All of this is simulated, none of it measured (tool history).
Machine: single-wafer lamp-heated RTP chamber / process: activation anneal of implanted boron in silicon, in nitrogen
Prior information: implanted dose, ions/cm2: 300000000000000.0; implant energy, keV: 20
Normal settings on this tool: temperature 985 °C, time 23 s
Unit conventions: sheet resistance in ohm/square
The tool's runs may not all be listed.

run   hour  temperature  time  read-back reference wafer on the same gauge, sheet resistance  sheet resistance
  1      0          985    23                                                         349.25            292.64
  2   75.7          985    23                                                         350.35            294.26
     106.6  -- pyrometer window cleaned and pyrometer calibrated
  3  107.1          985    23                                                         349.88            295.37
  4  127.3          985    23                                                         349.77            293.43
  5  146.2          985    23                                                         350.12            294.64
  6    185          985    23                                                          350.1            293.63
  7  210.7          985    23                                                         349.51            293.66
  8  224.4         1004    23                                                         350.04            289.75
     254.5  -- pyrometer window cleaned and pyrometer calibrated
  9    255         1004    23                                                         349.91            289.12
 10  274.4         1004    23                                                         349.88            287.71
 11  287.9          976    23                                                         350.61            299.05
 12    314         1012    27                                                         350.22            287.56
 13  338.2          985    23                                                          350.2            292.46
     348.1  -- gauge calibrated
 14  362.6         1011    31                                                          349.9            287.53
     389.7  -- pyrometer window cleaned and pyrometer calibrated
 15  395.2          972    28                                                         350.01               300
 16  428.7          985    23                                                         349.77            294.57

Run 17 is up next; what results do you expect?
     445.1  -- reflector plate cleaned
 17  447.9          963    28                                                              ?                 ?

Run 17 gave read-back reference wafer on the same gauge, sheet resistance 349.92, sheet resistance 320.39 ohm/square.
On a tool with no hidden condition, and with the same random variation, this run would have come out at sheet resistance 321.18 ohm/square.
